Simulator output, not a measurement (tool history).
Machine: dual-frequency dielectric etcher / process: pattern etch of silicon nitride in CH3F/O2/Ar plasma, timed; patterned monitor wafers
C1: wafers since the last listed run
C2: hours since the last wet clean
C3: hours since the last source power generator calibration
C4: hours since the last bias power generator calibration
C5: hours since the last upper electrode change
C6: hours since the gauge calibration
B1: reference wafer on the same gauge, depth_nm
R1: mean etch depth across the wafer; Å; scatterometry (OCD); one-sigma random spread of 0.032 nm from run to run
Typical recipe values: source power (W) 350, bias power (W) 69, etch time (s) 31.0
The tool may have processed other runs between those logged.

run 1 hour=0.0 | source_power_(W)=350 bias_power_(W)=69 etch_time_(s)=31.0 | C1=0 C2=320.3 C3=3096.6 C4=4143.8 C5=3702.6 C6=513.7 | B1=19.40 | R1=216.7
run 2 hour=26.3 | source_power_(W)=350 bias_power_(W)=69 etch_time_(s)=31.0 | C1=328 C2=346.6 C3=3122.9 C4=4170.1 C5=3728.9 C6=540.0 | B1=19.39 | R1=216.1
run 3 hour=49.4 | source_power_(W)=350 bias_power_(W)=69 etch_time_(s)=31.0 | C1=288 C2=369.7 C3=3146.0 C4=4193.2 C5=3752.0 C6=563.1 | B1=19.40 | R1=217.2
run 4 hour=69.6 | source_power_(W)=350 bias_power_(W)=69 etch_time_(s)=31.0 | C1=251 C2=389.9 C3=3166.2 C4=4213.4 C5=3772.2 C6=583.3 | B1=19.40 | R1=216.8
run 5 hour=84.7 | source_power_(W)=350 bias_power_(W)=69 etch_time_(s)=31.0 | C1=188 C2=405.0 C3=3181.3 C4=4228.5 C5=3787.3 C6=598.4 | B1=19.40 | R1=216.9
-- hour=116.0 wet clean of the chamber
run 6 hour=116.5 | source_power_(W)=350 bias_power_(W)=69 etch_time_(s)=31.0 | C1=97 C2=0.5 C3=3213.1 C4=4260.3 C5=3819.1 C6=630.2 | B1=19.40 | R1=217.9
run 7 hour=133.7 | source_power_(W)=350 bias_power_(W)=69 etch_time_(s)=31.0 | C1=214 C2=17.7 C3=3230.3 C4=4277.5 C5=3836.3 C6=647.4 | B1=19.40 | R1=217.6
run 8 hour=152.3 | source_power_(W)=350 bias_power_(W)=69 etch_time_(s)=31.0 | C1=231 C2=36.3 C3=3248.9 C4=4296.1 C5=3854.9 C6=666.0 | B1=19.39 | R1=216.9
run 9 hour=168.0 | source_power_(W)=390 bias_power_(W)=69 etch_time_(s)=31.0 | C1=195 C2=52.0 C3=3264.6 C4=4311.8 C5=3870.6 C6=681.7 | B1=19.40 | R1=229.6
run 10 hour=195.8 | source_power_(W)=390 bias_power_(W)=69 etch_time_(s)=31.0 | C1=346 C2=79.8 C3=3292.4 C4=4339.6 C5=3898.4 C6=709.5 | B1=19.40 | R1=229.2
run 11 hour=217.7 | source_power_(W)=350 bias_power_(W)=69 etch_time_(s)=31.0 | C1=273 C2=101.7 C3=3314.3 C4=4361.5 C5=3920.3 C6=731.4 | B1=19.40 | R1=216.8
-- hour=220.5 gauge calibrated
run 12 hour=241.6 | source_power_(W)=290 bias_power_(W)=81 etch_time_(s)=25.0 | C1=298 C2=125.6 C3=3338.2 C4=4385.4 C5=3944.2 C6=21.1 | B1=19.40 | R1=165.6
run 13 hour=277.5 | source_power_(W)=390 bias_power_(W)=69 etch_time_(s)=24.5 | C1=447 C2=161.5 C3=3374.1 C4=4421.3 C5=3980.1 C6=57.0 | B1=19.40 | R1=181.2
run 14 hour=291.2 | source_power_(W)=390 bias_power_(W)=69 etch_time_(s)=26.5 | C1=170 C2=175.2 C3=3387.8 C4=4435.0 C5=3993.8 C6=70.7 | B1=19.40 | R1=195.6
run 15 hour=319.8 | source_power_(W)=350 bias_power_(W)=69 etch_time_(s)=31.0 | C1=356 C2=203.8 C3=3416.4 C4=4463.6 C5=4022.4 C6=99.3 | B1=19.40 | R1=216.7
run 16 hour=376.9 | source_power_(W)=410 bias_power_(W)=69 etch_time_(s)=31.0 | C1=712 C2=260.9 C3=3473.5 C4=4520.7 C5=4079.5 C6=156.4 | B1=19.41 | R1=234.1
run 17 hour=403.5 | source_power_(W)=350 bias_power_(W)=86 etch_time_(s)=31.0 | C1=331 C2=287.5 C3=3500.1 C4=4547.3 C5=4106.1 C6=183.0 | B1=19.40 | R1=230.1
run 18 hour=423.5 | source_power_(W)=350 bias_power_(W)=69 etch_time_(s)=31.0 | C1=249 C2=307.5 C3=3520.1 C4=4567.3 C5=4126.1 C6=203.0 | B1=19.40 | R1=216.1
-- hour=438.7 source power generator calibrated
run 19 hour=457.5 | source_power_(W)=440 bias_power_(W)=85 etch_time_(s)=26.5 | C1=374 C2=341.5 C3=18.8 C4=4601.3 C5=4160.1 C6=237.0 | B1=19.40 | R1=213.6
-- hour=484.6 bias power generator calibrated
run 20 hour=485.1 | source_power_(W)=380 bias_power_(W)=55 etch_time_(s)=36.0 | C1=294 C2=369.1 C3=46.4 C4=0.5 C5=4187.7 C6=264.6 | B1=19.40 | R1=241.0
-- hour=518.6 wet clean of the chamber
run 21 hour=519.1 | source_power_(W)=410 bias_power_(W)=58 etch_time_(s)=34.5 | C1=124 C2=0.5 C3=80.4 C4=34.5 C5=4221.7 C6=298.6 | B1=19.40 | R1=246.2
run 22 hour=535.3 | source_power_(W)=350 bias_power_(W)=69 etch_time_(s)=38.0 | C1=202 C2=16.7 C3=96.6 C4=50.7 C5=4237.9 C6=314.8 | B1=19.39 | R1=260.6
-- hour=561.7 upper electrode replaced
run 23 hour=562.2 | source_power_(W)=290 bias_power_(W)=81 etch_time_(s)=25.0 | C1=36 C2=43.6 C3=123.5 C4=77.6 C5=0.5 C6=341.7 | B1=19.40 | R1=162.0
run 24 hour=583.7 | source_power_(W)=430 bias_power_(W)=83 etch_time_(s)=34.5 | C1=268 C2=65.1 C3=145.0 C4=99.1 C5=22.0 C6=363.2 | B1=19.40 | R1=274.8
run 25 hour=616.5 | source_power_(W)=350 bias_power_(W)=69 etch_time_(s)=26.0 | C1=409 C2=97.9 C3=177.8 C4=131.9 C5=54.8 C6=396.0 | B1=19.40 | R1=178.2
run 26 hour=650.8 | source_power_(W)=350 bias_power_(W)=69 etch_time_(s)=31.0 | C1=427 C2=132.2 C3=212.1 C4=166.2 C5=89.1 C6=430.3 | B1=19.39 | R1=212.4
run 27 hour=686.5 | source_power_(W)=350 bias_power_(W)=69 etch_time_(s)=31.0 | C1=445 C2=167.9 C3=247.8 C4=201.9 C5=124.8 C6=466.0 | B1=19.41 | R1=213.2
run 28 hour=711.1 | source_power_(W)=260 bias_power_(W)=54 etch_time_(s)=38.5 | C1=306 C2=192.5 C3=272.4 C4=226.5 C5=149.4 C6=490.6 | B1=19.40 | R1=211.4
run 29 hour=734.4 | source_power_(W)=400 bias_power_(W)=62 etch_time_(s)=36.0 | C1=290 C2=215.8 C3=295.7 C4=249.8 C5=172.7 C6=513.9 | B1=19.40 | R1=256.8
run 30 hour=798.2 | source_power_(W)=350 bias_power_(W)=69 etch_time_(s)=31.0 | C1=795 C2=279.6 C3=359.5 C4=313.6 C5=236.5 C6=577.7 | B1=19.40 | R1=212.1

Below are 4 alternative next runs, each starting from the tool's condition after run 30. Predict each:
run A hour=798.6 | source_power_(W)=350 bias_power_(W)=69 etch_time_(s)=23.5 | C1=4 C2=280.0 C3=359.9 C4=314.0 C5=236.9 C6=578.1 | B1=? | R1=?
run B hour=798.6 | source_power_(W)=290 bias_power_(W)=65 etch_time_(s)=39.5 | C1=4 C2=280.0 C3=359.9 C4=314.0 C5=236.9 C6=578.1 | B1=? | R1=?
run C hour=798.6 | source_power_(W)=380 bias_power_(W)=86 etch_time_(s)=26.0 | C1=4 C2=280.0 C3=359.9 C4=314.0 C5=236.9 C6=578.1 | B1=? | R1=?
run D hour=798.6 | source_power_(W)=270 bias_power_(W)=69 etch_time_(s)=26.5 | C1=4 C2=280.0 C3=359.9 C4=314.0 C5=236.9 C6=578.1 | B1=? | R1=?

run=A B1=19.40 R1=161.1
run=B B1=19.40 R1=241.2
run=C B1=19.40 R1=197.2
run=D B1=19.40 R1=157.9
Take away the tool's hidden state, keep each run's random variation, and the runs would have read:
run=A R1=160.4
run=B R1=240.2
run=C R1=196.4
run=D R1=157.2
